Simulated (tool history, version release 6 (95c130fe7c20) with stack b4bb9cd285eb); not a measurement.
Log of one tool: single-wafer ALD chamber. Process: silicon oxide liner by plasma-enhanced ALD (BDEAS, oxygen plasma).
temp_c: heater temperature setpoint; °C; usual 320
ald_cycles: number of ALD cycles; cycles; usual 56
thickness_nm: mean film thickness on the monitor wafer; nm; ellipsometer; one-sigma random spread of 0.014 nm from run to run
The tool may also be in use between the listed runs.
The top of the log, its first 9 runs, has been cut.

run   hour  temp_c  ald_cycles  read-back reference wafer on the same gauge, thickness_nm  thickness_nm
 10  223.9     320          56                                                      6.164         5.441
 11  255.3     320          56                                                      6.162          5.43
 12  280.6     320          56                                                      6.156         5.427
 13  294.8     311          56                                                      6.155         5.491
 14  315.9     320          56                                                      6.151         5.429
 15  348.8     320          56                                                      6.149         5.401
 16  383.4     320          48                                                       6.14          4.62
 17  402.6     306          56                                                      6.137         5.475
 18  430.9     314          53                                                      6.134         5.148
 19  458.8     320          56                                                      6.132         5.409
 20  483.4     320          56                                                      6.127         5.386
     499.9  -- thermocouple changed; heater temperature recalibrated
 21  501.5     324          50                                                      6.126         4.778
 22  521.8     311          65                                                      6.126         6.317
 23  535.7     320          56                                                       6.12          5.38
 24  623.2     314          60                                                      6.106         5.799
     623.6  -- gauge calibrated
 25  653.6     306          48                                                      6.198         4.751
 26  681.2     332          64                                                      6.195         6.137
 27    709     330          56                                                      6.193         5.392
 28  743.5     330          47                                                       6.19          4.52
 29  768.6     307          47                                                       6.18         4.657
 30  792.7     320          65                                                       6.18          6.31
 31  824.1     320          60                                                      6.179         5.827

5 ways to go on from here, each from the tool as it stands after run 31. What would each give?
  A  824.6     320          56                                                          ?             ?
  B  824.6     310          61                                                          ?             ?
  C  824.6     332          46                                                          ?             ?
  D  824.6     306          50                                                          ?             ?
  E  824.6     325          59                                                          ?             ?

run  read-back reference wafer on the same gauge, thickness_nm  thickness_nm
  A                                                      6.172         5.435
  B                                                      6.172         6.003
  C                                                      6.172         4.389
  D                                                      6.172         4.948
  E                                                      6.172         5.686
With no hidden state in the tool, these same runs would have given:
run  thickness_nm
  A         5.456
  B         6.027
  C         4.406
  D         4.967
  E         5.708

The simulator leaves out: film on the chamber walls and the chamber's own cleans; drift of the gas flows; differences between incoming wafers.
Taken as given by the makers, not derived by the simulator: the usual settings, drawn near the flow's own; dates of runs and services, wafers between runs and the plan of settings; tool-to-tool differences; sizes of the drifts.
